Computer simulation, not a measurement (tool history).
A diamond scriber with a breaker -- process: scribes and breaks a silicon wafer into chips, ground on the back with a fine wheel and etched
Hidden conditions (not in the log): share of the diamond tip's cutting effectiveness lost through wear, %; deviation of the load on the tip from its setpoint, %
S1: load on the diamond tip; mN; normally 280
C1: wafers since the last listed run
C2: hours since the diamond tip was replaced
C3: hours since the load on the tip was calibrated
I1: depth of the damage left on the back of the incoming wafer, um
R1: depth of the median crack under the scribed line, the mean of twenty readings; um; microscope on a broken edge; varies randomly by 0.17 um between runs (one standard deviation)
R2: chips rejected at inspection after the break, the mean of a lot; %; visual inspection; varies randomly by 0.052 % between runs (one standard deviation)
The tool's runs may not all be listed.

{"run": 1, "hour": 0.0, "S1": 280, "C1": 0, "C2": 39.1, "C3": 414.8, "I1": 0.75, "R1": 14.64, "R2": 1.54}
{"run": 2, "hour": 43.4, "S1": 299, "C1": 134, "C2": 82.5, "C3": 458.2, "I1": 0.63, "R1": 14.6, "R2": 1.31}
{"run": 3, "hour": 150.9, "S1": 255, "C1": 332, "C2": 190, "C3": 565.7, "I1": 0.56, "R1": 13.23, "R2": 2.94}
{"run": 4, "hour": 211.5, "S1": 255, "C1": 187, "C2": 250.6, "C3": 626.3, "I1": 0.58, "R1": 13.49, "R2": 3.15}
{"run": 5, "hour": 319.2, "S1": 255, "C1": 333, "C2": 358.3, "C3": 734, "I1": 0.72, "R1": 13.18, "R2": 3.08}
{"run": 6, "hour": 424.5, "S1": 280, "C1": 325, "C2": 463.6, "C3": 839.3, "I1": 0.41, "R1": 14.29, "R2": 1.65}
{"run": 7, "hour": 463.7, "S1": 329, "C1": 121, "C2": 502.8, "C3": 878.5, "I1": 0.33, "R1": 15.76, "R2": 1.81}
{"hour": 483.5, "done": "load on the tip recalibrated"}
{"run": 8, "hour": 545.8, "S1": 280, "C1": 247, "C2": 584.9, "C3": 62.3, "I1": 0.31, "R1": 13.51, "R2": 2.87}
{"run": 9, "hour": 607.5, "S1": 280, "C1": 190, "C2": 646.6, "C3": 124, "I1": 0.32, "R1": 13.53, "R2": 2.96}
{"run": 10, "hour": 714.9, "S1": 328, "C1": 332, "C2": 754, "C3": 231.4, "I1": 0.49, "R1": 14.56, "R2": 1.41}
{"run": 11, "hour": 775.2, "S1": 328, "C1": 186, "C2": 814.3, "C3": 291.7, "I1": 0.67, "R1": 14.37, "R2": 1.41}
{"run": 12, "hour": 878.4, "S1": 214, "C1": 319, "C2": 917.5, "C3": 394.9, "I1": 0.39, "R1": 11.44, "R2": 13.8}
{"run": 13, "hour": 935.9, "S1": 214, "C1": 177, "C2": 975, "C3": 452.4, "I1": 0.4, "R1": 11.13, "R2": 14.94}
{"hour": 951.1, "done": "load on the tip recalibrated, repeated, since the last time left the tool worse"}
{"run": 14, "hour": 982.8, "S1": 280, "C1": 138, "C2": 1021.9, "C3": 31.7, "I1": 0.32, "R1": 14.46, "R2": 1.37}
{"hour": 1024.1, "done": "diamond tip replaced by a new one"}
{"run": 15, "hour": 1060.9, "S1": 347, "C1": 235, "C2": 36.8, "C3": 109.8, "I1": 0.53, "R1": 16.83, "R2": 3.64}
{"run": 16, "hour": 1113.7, "S1": 347, "C1": 163, "C2": 89.6, "C3": 162.6, "I1": 0.55, "R1": 16.91, "R2": 3.42}
{"run": 17, "hour": 1158.8, "S1": 347, "C1": 139, "C2": 134.7, "C3": 207.7, "I1": 0.49, "R1": 16.12, "R2": 3.37}
{"run": 18, "hour": 1200.5, "S1": 280, "C1": 129, "C2": 176.4, "C3": 249.4, "I1": 0.63, "R1": 14.5, "R2": 1.44}
{"run": 19, "hour": 1258.3, "S1": 241, "C1": 178, "C2": 234.2, "C3": 307.2, "I1": 0.78, "R1": 12.86, "R2": 3.78}
{"run": 20, "hour": 1344.7, "S1": 280, "C1": 267, "C2": 320.6, "C3": 393.6, "I1": 0.53, "R1": 14.43, "R2": 1.54}
{"run": 21, "hour": 1398.5, "S1": 361, "C1": 166, "C2": 374.4, "C3": 447.4, "I1": 0.52, "R1": 16.39, "R2": 3.83}
{"run": 22, "hour": 1443.8, "S1": 346, "C1": 140, "C2": 419.7, "C3": 492.7, "I1": 0.41, "R1": 15.85, "R2": 2.65}
{"run": 23, "hour": 1484.4, "S1": 240, "C1": 125, "C2": 460.3, "C3": 533.3, "I1": 0.54, "R1": 12.92, "R2": 4.32}
{"run": 24, "hour": 1528.3, "S1": 227, "C1": 135, "C2": 504.2, "C3": 577.2, "I1": 0.76, "R1": 12.59, "R2": 5.68}
{"run": 25, "hour": 1566.3, "S1": 317, "C1": 117, "C2": 542.2, "C3": 615.2, "I1": 0.7, "R1": 15.19, "R2": 1.59}
{"run": 26, "hour": 1607.8, "S1": 280, "C1": 128, "C2": 583.7, "C3": 656.7, "I1": 0.35, "R1": 13.85, "R2": 1.66}
{"run": 27, "hour": 1702.2, "S1": 280, "C1": 292, "C2": 678.1, "C3": 751.1, "I1": 0.48, "R1": 14.05, "R2": 1.76}
{"run": 28, "hour": 1746.4, "S1": 301, "C1": 136, "C2": 722.3, "C3": 795.3, "I1": 0.64, "R1": 14.68, "R2": 1.31}
{"run": 29, "hour": 1833.4, "S1": 217, "C1": 269, "C2": 809.3, "C3": 882.3, "I1": 0.59, "R1": 12.19, "R2": 7.82}
{"hour": 1892.8, "done": "load on the tip recalibrated"}
{"run": 30, "hour": 1914.1, "S1": 226, "C1": 243, "C2": 890, "C3": 21.3, "I1": 0.69, "R1": 12.91, "R2": 3.98}
{"run": 31, "hour": 1983.3, "S1": 351, "C1": 214, "C2": 959.2, "C3": 90.5, "I1": 0.69, "R1": 16.39, "R2": 4.08}
{"hour": 2013.6, "done": "diamond tip replaced by a new one"}
{"run": 32, "hour": 2046.0, "S1": 323, "C1": 187, "C2": 32.4, "C3": 153.2, "I1": 0.63, "R1": 16.04, "R2": 2.25}
{"run": 33, "hour": 2126.1, "S1": 221, "C1": 247, "C2": 112.5, "C3": 233.3, "I1": 0.69, "R1": 12.65, "R2": 5.71}
{"run": 34, "hour": 2188.2, "S1": 349, "C1": 192, "C2": 174.6, "C3": 295.4, "I1": 0.57, "R1": 16.44, "R2": 3.17}
{"run": 35, "hour": 2271.9, "S1": 280, "C1": 259, "C2": 258.3, "C3": 379.1, "I1": 0.76, "R1": 14.63, "R2": 1.5}
{"run": 36, "hour": 2327.0, "S1": 334, "C1": 170, "C2": 313.4, "C3": 434.2, "I1": 0.5, "R1": 15.97, "R2": 2.35}
{"run": 37, "hour": 2402.2, "S1": 355, "C1": 232, "C2": 388.6, "C3": 509.4, "I1": 0.49, "R1": 16.34, "R2": 3.26}
{"run": 38, "hour": 2452.9, "S1": 280, "C1": 156, "C2": 439.3, "C3": 560.1, "I1": 0.56, "R1": 14.25, "R2": 1.49}
{"run": 39, "hour": 2556.2, "S1": 223, "C1": 319, "C2": 542.6, "C3": 663.4, "I1": 0.53, "R1": 12.69, "R2": 6.34}
{"run": 40, "hour": 2625.2, "S1": 339, "C1": 213, "C2": 611.6, "C3": 732.4, "I1": 0.5, "R1": 16.19, "R2": 2.23}
{"run": 41, "hour": 2731.4, "S1": 243, "C1": 328, "C2": 717.8, "C3": 838.6, "I1": 0.75, "R1": 13.2, "R2": 4.52}

Here are 4 independent what-if runs from the current tool condition. What would each one return?
{"run": "A", "hour": 2731.9, "S1": 280, "C1": 1, "C2": 718.3, "C3": 839.1, "I1": 0.63, "R1": "?", "R2": "?"}
{"run": "B", "hour": 2731.9, "S1": 310, "C1": 1, "C2": 718.3, "C3": 839.1, "I1": 0.63, "R1": "?", "R2": "?"}
{"run": "C", "hour": 2731.9, "S1": 200, "C1": 1, "C2": 718.3, "C3": 839.1, "I1": 0.63, "R1": "?", "R2": "?"}
{"run": "D", "hour": 2731.9, "S1": 333, "C1": 1, "C2": 718.3, "C3": 839.1, "I1": 0.63, "R1": "?", "R2": "?"}

run=A R1=14.16 R2=1.65
run=B R1=15.03 R2=1.35
run=C R1=11.71 R2=10.68
run=D R1=15.68 R2=1.9
Had the tool no hidden state, the same runs would have come out as:
run=A R1=14.8 R2=1.31
run=B R1=15.7 R2=1.94
run=C R1=12.23 R2=7.6
run=D R1=16.38 R2=3.14
